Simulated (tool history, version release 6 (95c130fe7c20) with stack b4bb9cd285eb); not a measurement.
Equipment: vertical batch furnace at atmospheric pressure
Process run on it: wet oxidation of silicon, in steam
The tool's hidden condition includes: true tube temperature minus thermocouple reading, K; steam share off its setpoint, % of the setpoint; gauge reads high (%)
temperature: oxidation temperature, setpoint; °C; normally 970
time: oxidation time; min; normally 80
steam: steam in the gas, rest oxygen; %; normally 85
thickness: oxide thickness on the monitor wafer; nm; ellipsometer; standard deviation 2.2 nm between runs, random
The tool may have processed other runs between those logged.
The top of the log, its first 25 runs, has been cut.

run	day	temperature	time	steam	wafers since the last listed run	hours since the last temperature calibration	hours since the steam generator was serviced	hours since the gauge calibration	read-back reference wafer on the same gauge, thickness	thickness
26	52.092	970	80	85	1973	509.1	625.5	1922.8	419.11	378.59
27	54.196	990	80	77	598	559.6	676	1973.3	418.79	410.63
# day 55.562: gauge calibrated
28	57.108	970	80	85	828	629.5	745.9	37.1	418.87	380.29
29	59.775	970	80	76	758	693.5	809.9	101.1	417.74	353.3
30	61.396	970	80	81	460	732.4	848.8	140	419.36	367.07
31	65.367	970	80	92	1129	827.7	944.1	235.3	420.34	398.86
32	67.212	970	70	78	524	872	988.4	279.6	420.3	324.11
33	68.475	947	80	93	359	902.3	1018.7	309.9	418.38	334.21
34	70.683	956	46.5	85	627	955.3	1071.7	362.9	419.82	225.57
35	72.279	984	118	80	453	993.6	1110	401.2	420.31	529.28
36	74.417	970	80	85	607	1044.9	1161.3	452.5	418.82	378.41
37	76.717	952	46.5	93	654	1100.1	1216.5	507.7	420.07	227.95
38	78.038	958	111	85	375	1131.8	1248.2	539.4	418.55	432.81

Consider 4 possible next runs. They are alternatives, not a sequence: every one starts from the tool as it was left by run 38. What does each give?
A	78.275	970	80	85	67	1137.5	1253.9	545.1	?	?
B	78.275	958	80	80	67	1137.5	1253.9	545.1	?	?
C	78.275	985	80	74	67	1137.5	1253.9	545.1	?	?
D	78.275	970	68	81	67	1137.5	1253.9	545.1	?	?

run	read-back reference wafer on the same gauge, thickness	thickness
A	418.92	377.8
B	418.92	326.07
C	418.92	386.04
D	418.92	324.3
With no hidden state in the tool, these same runs would have given:
run	thickness
A	377.8
B	326.07
C	386.04
D	324.3
